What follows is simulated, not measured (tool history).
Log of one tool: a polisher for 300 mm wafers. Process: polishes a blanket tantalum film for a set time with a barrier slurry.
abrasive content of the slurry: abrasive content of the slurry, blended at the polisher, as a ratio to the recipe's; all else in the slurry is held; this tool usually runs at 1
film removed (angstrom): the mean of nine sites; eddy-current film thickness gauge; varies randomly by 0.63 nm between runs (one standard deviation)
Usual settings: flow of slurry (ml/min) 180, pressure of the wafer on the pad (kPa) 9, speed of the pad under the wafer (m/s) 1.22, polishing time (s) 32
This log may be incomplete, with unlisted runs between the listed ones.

run	hour	flow of slurry (ml/min)	pressure of the wafer on the pad (kPa)	speed of the pad under the wafer (m/s)	abrasive content of the slurry	polishing time (s)	incoming thickness of the incoming film, nm	film removed (angstrom)
1	0	130	9	1.22	1	32	412.9	418
2	52.8	180	9	1.22	0.9	32	408.9	417
3	115.4	180	9	1.22	0.9	32	412.9	419
# hour 180.5: slurry nozzle cleaned
4	184.3	180	9	1.22	1	32	414.8	426
5	237.1	180	9	1.22	1	32	414.2	436
# hour 272.4: worn pad replaced by a new one
# hour 295.8: slurry blender recalibrated
# hour 299.8: head pressure recalibrated
6	438.3	180	11.7	1.22	1	32	400.6	556
7	488.4	180	11.7	1.22	1	32	408.2	570
8	558.5	180	11.7	1.22	1	32	403.8	581
# hour 576.5: worn pad replaced by a new one
9	611.8	180	9	1.22	1	32	405.3	431
# hour 621.7: slurry blender recalibrated
10	669.1	180	9	1.22	1	32	408.4	443
# hour 673.4: slurry nozzle cleaned
11	837.2	180	9	1.22	1	25	410.6	332
# hour 887.8: worn pad replaced by a new one
12	892.8	180	9	1.22	1	25	408.2	326
# hour 896.3: slurry blender recalibrated
13	944.5	180	9	1.22	1	25	400.6	335
14	985.7	180	9	1.62	1	32	404.3	572
15	1015.3	180	9	1.22	1	25	408.2	337
# hour 1056.5: slurry nozzle cleaned
16	1077	180	12.4	1.22	1	32	401.3	588
17	1132.1	125	10.3	0.86	1	32	408.1	328
18	1177.3	180	9	1.22	1	32	413.5	428
# hour 1186.8: slurry blender recalibrated
# hour 1188.5: head pressure recalibrated
19	1212.3	135	9	0.88	1	32	416.2	305
# hour 1230.5: worn pad replaced by a new one
20	1245.5	180	9	1.56	1	32	403.1	534
21	1304.4	195	6.9	0.96	1	32	417.2	261
22	1352.9	180	9	1.22	1	32	416	427
23	1407.1	180	9	1.22	1	32	408.3	432
24	1447.1	180	11	1.22	1	32	406.9	520
25	1484.2	115	9	1.22	1	32	409.9	404
# hour 1523.5: slurry nozzle cleaned
26	1525.1	195	9	1.32	1.25	26	409.4	412
# hour 1532.1: worn pad replaced by a new one
# hour 1543.9: slurry blender recalibrated
27	1562.9	180	6.2	1.4	0.9	32	410.2	334

Forecast each of these 3 alternatives for the next run:
A	1563.3	180	9	1.22	1.1	32	408.9	?
B	1563.3	135	9	0.82	1.2	37	408.9	?
C	1563.3	155	11	0.88	0.9	32	408.9	?

run	film removed (angstrom)
A	445
B	341
C	364
Without the tool's unlogged condition, the same runs would have read:
run	film removed (angstrom)
A	445
B	341
C	364
